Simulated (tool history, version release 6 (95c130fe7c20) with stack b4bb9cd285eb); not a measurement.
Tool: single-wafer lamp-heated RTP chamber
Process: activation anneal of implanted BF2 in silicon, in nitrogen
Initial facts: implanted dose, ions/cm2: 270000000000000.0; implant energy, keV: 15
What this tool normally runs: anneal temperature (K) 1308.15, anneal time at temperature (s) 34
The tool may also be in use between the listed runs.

| run | day | anneal temperature (K) | anneal time at temperature (s) | wafers since the last listed run | wafers since the last pyrometer calibration | wafers since the reflector plate was cleaned | hours since the gauge calibration | read-back reference wafer on the same gauge, sheet resistance | sheet resistance of the implanted and annealed layer (ohm/square) |
|---|---|---|---|---|---|---|---|---|---|
| 1 | 0 | 1286.15 | 34 | 0 | 931 | 9521 | 1107.8 | 386.96 | 406.09 |
| 2 | 1.004 | 1308.15 | 34 | 287 | 1218 | 9809 | 1131.9 | 386.92 | 400.88 |
| 3 | 1.571 | 1308.15 | 34 | 162 | 1380 | 9971 | 1145.5 | 387.02 | 401.64 |
| 4 | 2.817 | 1308.15 | 34 | 356 | 1736 | 10327 | 1175.4 | 386.96 | 401.15 |
| 5 | 3.429 | 1308.15 | 46 | 175 | 1911 | 10502 | 1190.1 | 387.07 | 395.1 |
| 6 | 4.008 | 1308.15 | 34 | 165 | 2077 | 10668 | 1204 | 387.01 | 401.16 |
| 7 | 5.008 | 1308.15 | 34 | 285 | 2363 | 10954 | 1228 | 387.05 | 400.64 |
| 8 | 5.696 | 1287.15 | 34 | 196 | 2560 | 11150 | 1244.5 | 387.09 | 405.53 |
| 9 | 6.717 | 1319.15 | 34 | 291 | 2851 | 11442 | 1269 | 386.87 | 396.1 |
| 10 | 8.088 | 1308.15 | 34 | 392 | 3243 | 11834 | 1301.9 | 386.96 | 399.04 |
| 11 | 9.571 | 1308.15 | 34 | 424 | 3668 | 12258 | 1337.5 | 386.94 | 397.92 |
|  | 10.233 | gauge calibrated |
| 12 | 10.312 | 1308.15 | 39 | 212 | 3880 | 12470 | 1.9 | 386.93 | 396.86 |
| 13 | 10.825 | 1308.15 | 39 | 146 | 4026 | 12617 | 14.2 | 387.11 | 395.12 |
|  | 11.971 | pyrometer window cleaned and pyrometer calibrated |
| 14 | 11.992 | 1308.15 | 34 | 238 | 6 | 12855 | 42.2 | 386.91 | 402.37 |
| 15 | 13.042 | 1308.15 | 34 | 300 | 306 | 13156 | 67.4 | 387.18 | 403.14 |
|  | 13.871 | reflector plate cleaned |
| 16 | 14.392 | 1308.15 | 34 | 290 | 597 | 148 | 99.8 | 387.05 | 404.19 |
| 17 | 15.712 | 1326.15 | 34 | 377 | 975 | 526 | 131.5 | 386.98 | 399.28 |
| 18 | 17.05 | 1308.15 | 34 | 382 | 1357 | 908 | 163.6 | 387.02 | 403.92 |
| 19 | 17.75 | 1334.15 | 54 | 200 | 1557 | 1108 | 180.4 | 386.87 | 387.19 |
| 20 | 18.804 | 1330.15 | 34 | 301 | 1859 | 1410 | 205.7 | 387.17 | 396.93 |
| 21 | 20.079 | 1332.15 | 47 | 364 | 2223 | 1774 | 236.3 | 387.03 | 388.84 |
| 22 | 21.404 | 1287.15 | 22 | 378 | 2602 | 2153 | 268.1 | 387.08 | 412.96 |
| 23 | 22.462 | 1288.15 | 48 | 302 | 2905 | 2456 | 293.5 | 386.96 | 402.5 |
| 24 | 23.954 | 1308.15 | 34 | 426 | 3332 | 2882 | 329.3 | 386.97 | 402.09 |
| 25 | 24.688 | 1285.15 | 34 | 209 | 3541 | 3092 | 346.9 | 386.92 | 406.09 |
| 26 | 25.5 | 1308.15 | 34 | 232 | 3774 | 3324 | 366.4 | 387.06 | 401.28 |
| 27 | 26.033 | 1286.15 | 34 | 152 | 3926 | 3477 | 379.2 | 387.01 | 405.47 |
| 28 | 26.721 | 1330.15 | 50 | 196 | 4123 | 3674 | 395.7 | 387.11 | 384.81 |
|  | 27.133 | pyrometer window cleaned and pyrometer calibrated |
| 29 | 28.196 | 1338.15 | 34 | 326 | 303 | 4000 | 431.1 | 386.85 | 394.83 |
| 30 | 29.583 | 1308.15 | 51 | 396 | 700 | 4397 | 464.4 | 387.12 | 397.1 |
| 31 | 30.596 | 1308.15 | 34 | 289 | 989 | 4686 | 488.7 | 387 | 403.8 |
| 32 | 31.954 | 1308.15 | 16 | 388 | 1378 | 5075 | 521.3 | 387 | 412.23 |
| 33 | 32.683 | 1308.15 | 54 | 208 | 1586 | 5283 | 538.8 | 386.97 | 395.97 |
| 34 | 33.775 | 1331.15 | 16 | 312 | 1898 | 5596 | 565 | 386.99 | 407.76 |
| 35 | 35.467 | 1286.15 | 34 | 483 | 2382 | 6079 | 605.6 | 387.04 | 406.61 |
| 36 | 36.625 | 1308.15 | 18 | 331 | 2713 | 6411 | 633.4 | 387.01 | 410.66 |
| 37 | 37.225 | 1288.15 | 18 | 171 | 2885 | 6582 | 647.8 | 386.98 | 413.02 |
| 38 | 37.858 | 1308.15 | 34 | 181 | 3066 | 6763 | 663 | 386.98 | 402.3 |

What if the next run were any one of these 3? Each begins from the tool's condition after run 38:
| A | 37.875 | 1308.15 | 34 | 4 | 3071 | 6768 | 663.4 | ? | ? |
| B | 37.875 | 1326.15 | 53 | 4 | 3071 | 6768 | 663.4 | ? | ? |
| C | 37.875 | 1300.15 | 26 | 4 | 3071 | 6768 | 663.4 | ? | ? |

| run | read-back reference wafer on the same gauge, sheet resistance | sheet resistance of the implanted and annealed layer (ohm/square) |
|---|---|---|
| A | 386.87 | 401.74 |
| B | 386.87 | 387 |
| C | 386.87 | 407.44 |
Stripped of hidden state, with their random variation kept, the same runs would have yielded:
| run | sheet resistance of the implanted and annealed layer (ohm/square) |
|---|---|
| A | 404.51 |
| B | 391.32 |
| C | 409.45 |
